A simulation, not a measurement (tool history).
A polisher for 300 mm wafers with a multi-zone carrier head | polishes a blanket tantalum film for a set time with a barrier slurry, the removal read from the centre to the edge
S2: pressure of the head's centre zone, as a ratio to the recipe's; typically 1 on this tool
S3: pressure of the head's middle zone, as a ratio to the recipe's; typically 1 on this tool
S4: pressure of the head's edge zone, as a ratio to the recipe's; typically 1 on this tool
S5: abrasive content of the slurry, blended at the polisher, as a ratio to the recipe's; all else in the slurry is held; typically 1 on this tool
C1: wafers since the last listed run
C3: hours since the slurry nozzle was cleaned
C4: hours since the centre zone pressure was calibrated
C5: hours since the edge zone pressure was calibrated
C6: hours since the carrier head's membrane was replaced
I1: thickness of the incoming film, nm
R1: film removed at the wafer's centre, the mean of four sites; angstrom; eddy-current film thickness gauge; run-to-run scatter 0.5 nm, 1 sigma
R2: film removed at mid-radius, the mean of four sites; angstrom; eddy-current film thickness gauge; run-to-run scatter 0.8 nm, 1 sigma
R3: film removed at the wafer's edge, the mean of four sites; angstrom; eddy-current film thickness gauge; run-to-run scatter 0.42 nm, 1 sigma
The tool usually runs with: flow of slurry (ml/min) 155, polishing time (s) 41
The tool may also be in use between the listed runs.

{"run": 1, "hour": 0.0, "flow of slurry (ml/min)": 155, "S2": 1.08, "S3": 1, "S4": 1, "S5": 1, "polishing time (s)": 41, "C1": 0, "wafers polished on this pad": 52, "C3": 643.3, "C4": 479.5, "C5": 876.1, "C6": 822.2, "I1": 436.6, "R1": 594, "R2": 567, "R3": 554}
{"hour": 12.2, "done": "centre zone pressure recalibrated"}
{"run": 2, "hour": 41.8, "flow of slurry (ml/min)": 155, "S2": 1, "S3": 1, "S4": 1, "S5": 1, "polishing time (s)": 41, "C1": 307, "wafers polished on this pad": 360, "C3": 685.1, "C4": 29.6, "C5": 917.9, "C6": 864, "I1": 435.6, "R1": 544, "R2": 552, "R3": 545}
{"run": 3, "hour": 74.9, "flow of slurry (ml/min)": 155, "S2": 1, "S3": 1, "S4": 1, "S5": 1, "polishing time (s)": 41, "C1": 255, "wafers polished on this pad": 616, "C3": 718.2, "C4": 62.7, "C5": 951, "C6": 897.1, "I1": 441.7, "R1": 543, "R2": 559, "R3": 539}
{"hour": 90.5, "done": "carrier head's membrane replaced by a new one"}
{"hour": 114.3, "done": "edge zone pressure recalibrated"}
{"run": 4, "hour": 134.6, "flow of slurry (ml/min)": 155, "S2": 1, "S3": 1, "S4": 1, "S5": 1, "polishing time (s)": 52, "C1": 407, "wafers polished on this pad": 1023, "C3": 777.9, "C4": 122.4, "C5": 20.3, "C6": 44.1, "I1": 444.1, "R1": 681, "R2": 689, "R3": 688}
{"hour": 170.2, "done": "slurry nozzle cleaned"}
{"run": 5, "hour": 173.7, "flow of slurry (ml/min)": 155, "S2": 1, "S3": 1, "S4": 1, "S5": 1, "polishing time (s)": 52, "C1": 294, "wafers polished on this pad": 1317, "C3": 3.5, "C4": 161.5, "C5": 59.4, "C6": 83.2, "I1": 437.9, "R1": 663, "R2": 684, "R3": 690}
{"run": 6, "hour": 202.3, "flow of slurry (ml/min)": 210, "S2": 1.04, "S3": 0.9, "S4": 1, "S5": 1, "polishing time (s)": 41, "C1": 220, "wafers polished on this pad": 1538, "C3": 32.1, "C4": 190.1, "C5": 88, "C6": 111.8, "I1": 437.7, "R1": 577, "R2": 528, "R3": 549}
{"hour": 211.2, "done": "worn pad replaced by a new one, repeated, since the last time left the tool worse"}
{"run": 7, "hour": 256.8, "flow of slurry (ml/min)": 155, "S2": 0.96, "S3": 1, "S4": 1.09, "S5": 1, "polishing time (s)": 41, "C1": 390, "wafers polished on this pad": 352, "C3": 86.6, "C4": 244.6, "C5": 142.5, "C6": 166.3, "I1": 440.7, "R1": 572, "R2": 608, "R3": 626}
{"run": 8, "hour": 328.0, "flow of slurry (ml/min)": 140, "S2": 1, "S3": 1.04, "S4": 1, "S5": 1, "polishing time (s)": 41, "C1": 550, "wafers polished on this pad": 902, "C3": 157.8, "C4": 315.8, "C5": 213.7, "C6": 237.5, "I1": 444.3, "R1": 574, "R2": 610, "R3": 585}
{"run": 9, "hour": 391.8, "flow of slurry (ml/min)": 155, "S2": 1.05, "S3": 1.11, "S4": 1.1, "S5": 1.1, "polishing time (s)": 41, "C1": 492, "wafers polished on this pad": 1395, "C3": 221.6, "C4": 379.6, "C5": 277.5, "C6": 301.3, "I1": 434.9, "R1": 634, "R2": 665, "R3": 636}
{"run": 10, "hour": 422.5, "flow of slurry (ml/min)": 155, "S2": 1, "S3": 1, "S4": 1, "S5": 1, "polishing time (s)": 41, "C1": 237, "wafers polished on this pad": 1632, "C3": 252.3, "C4": 410.3, "C5": 308.2, "C6": 332, "I1": 431, "R1": 575, "R2": 597, "R3": 586}
{"run": 11, "hour": 494.0, "flow of slurry (ml/min)": 155, "S2": 1, "S3": 1, "S4": 1, "S5": 1, "polishing time (s)": 50, "C1": 552, "wafers polished on this pad": 2184, "C3": 323.8, "C4": 481.8, "C5": 379.7, "C6": 403.5, "I1": 448.5, "R1": 691, "R2": 713, "R3": 716}
{"hour": 507.2, "done": "worn pad replaced by a new one"}
{"run": 12, "hour": 539.2, "flow of slurry (ml/min)": 155, "S2": 1, "S3": 1, "S4": 1, "S5": 1, "polishing time (s)": 41, "C1": 318, "wafers polished on this pad": 247, "C3": 369, "C4": 527, "C5": 424.9, "C6": 448.7, "I1": 434.5, "R1": 594, "R2": 609, "R3": 604}
{"hour": 596.9, "done": "centre zone pressure recalibrated"}
{"run": 13, "hour": 606.2, "flow of slurry (ml/min)": 155, "S2": 1.11, "S3": 1, "S4": 0.88, "S5": 1, "polishing time (s)": 41, "C1": 502, "wafers polished on this pad": 749, "C3": 436, "C4": 9.3, "C5": 491.9, "C6": 515.7, "I1": 445.3, "R1": 653, "R2": 596, "R3": 561}
{"run": 14, "hour": 644.7, "flow of slurry (ml/min)": 155, "S2": 1, "S3": 0.92, "S4": 1.09, "S5": 1, "polishing time (s)": 51, "C1": 297, "wafers polished on this pad": 1046, "C3": 474.5, "C4": 47.8, "C5": 530.4, "C6": 554.2, "I1": 440.6, "R1": 734, "R2": 700, "R3": 779}
{"run": 15, "hour": 713.1, "flow of slurry (ml/min)": 155, "S2": 1, "S3": 1, "S4": 1.07, "S5": 1, "polishing time (s)": 30, "C1": 528, "wafers polished on this pad": 1575, "C3": 542.9, "C4": 116.2, "C5": 598.8, "C6": 622.6, "I1": 438.9, "R1": 422, "R2": 437, "R3": 447}
{"run": 16, "hour": 757.0, "flow of slurry (ml/min)": 155, "S2": 1.06, "S3": 1, "S4": 1, "S5": 1, "polishing time (s)": 41, "C1": 339, "wafers polished on this pad": 1914, "C3": 586.8, "C4": 160.1, "C5": 642.7, "C6": 666.5, "I1": 435.5, "R1": 609, "R2": 589, "R3": 587}
{"run": 17, "hour": 821.3, "flow of slurry (ml/min)": 155, "S2": 1, "S3": 1, "S4": 1, "S5": 0.9, "polishing time (s)": 33, "C1": 496, "wafers polished on this pad": 2411, "C3": 651.1, "C4": 224.4, "C5": 707, "C6": 730.8, "I1": 437.9, "R1": 438, "R2": 453, "R3": 452}
{"hour": 864.6, "done": "worn pad replaced by a new one"}
{"run": 18, "hour": 865.1, "flow of slurry (ml/min)": 155, "S2": 1, "S3": 1, "S4": 1, "S5": 1, "polishing time (s)": 41, "C1": 307, "wafers polished on this pad": 3, "C3": 694.9, "C4": 268.2, "C5": 750.8, "C6": 774.6, "I1": 439, "R1": 602, "R2": 609, "R3": 613}
{"run": 19, "hour": 896.8, "flow of slurry (ml/min)": 155, "S2": 1.11, "S3": 1, "S4": 0.88, "S5": 1, "polishing time (s)": 41, "C1": 244, "wafers polished on this pad": 248, "C3": 726.6, "C4": 299.9, "C5": 782.5, "C6": 806.3, "I1": 441.9, "R1": 670, "R2": 604, "R3": 582}
{"run": 20, "hour": 934.8, "flow of slurry (ml/min)": 180, "S2": 1, "S3": 1, "S4": 1, "S5": 1.25, "polishing time (s)": 41, "C1": 293, "wafers polished on this pad": 542, "C3": 764.6, "C4": 337.9, "C5": 820.5, "C6": 844.3, "I1": 445.5, "R1": 650, "R2": 664, "R3": 653}
{"run": 21, "hour": 998.7, "flow of slurry (ml/min)": 155, "S2": 1, "S3": 1, "S4": 1, "S5": 1, "polishing time (s)": 41, "C1": 493, "wafers polished on this pad": 1036, "C3": 828.5, "C4": 401.8, "C5": 884.4, "C6": 908.2, "I1": 432.9, "R1": 595, "R2": 604, "R3": 601}
{"run": 22, "hour": 1050.6, "flow of slurry (ml/min)": 155, "S2": 1, "S3": 1, "S4": 1, "S5": 0.9, "polishing time (s)": 50, "C1": 400, "wafers polished on this pad": 1437, "C3": 880.4, "C4": 453.7, "C5": 936.3, "C6": 960.1, "I1": 445.9, "R1": 704, "R2": 697, "R3": 696}

Table of differences, measured result less the result of that run with no hidden state. Run-to-run variation is the same in both. Gauge scatter possibly is not:
The hidden state here: removal rate lost through wear of the pad, %; slurry flow missing at the pad, %; deviation of the centre zone's pressure from its setpoint, %; deviation of the edge zone's pressure from its setpoint, %.
run=1 R1=-63 R2=-61 R3=-59
run=2 R1=-61 R2=-63 R3=-62
run=3 R1=-64 R2=-67 R3=-64
run=4 R1=-89 R2=-89 R3=-89
run=5 R1=-91 R2=-94 R3=-94
run=6 R1=-82 R2=-75 R3=-79
run=7 R1=-7 R2=-8 R3=-9
run=8 R1=-14 R2=-15 R3=-14
run=9 R1=-21 R2=-22 R3=-21
run=10 R1=-22 R2=-23 R3=-22
run=11 R1=-35 R2=-35 R3=-35
run=12 R1=-8 R2=-8 R3=-8
run=13 R1=-14 R2=-14 R3=-13
run=14 R1=-21 R2=-20 R3=-22
run=15 R1=-16 R2=-17 R3=-17
run=16 R1=-28 R2=-27 R3=-27
run=17 R1=-24 R2=-26 R3=-25
run=18 R1=-1 R2=-2 R3=-2
run=19 R1=-6 R2=-4 R3=-5
run=20 R1=-9 R2=-9 R3=-8
run=21 R1=-14 R2=-14 R3=-13
run=22 R1=-22 R2=-21 R3=-22
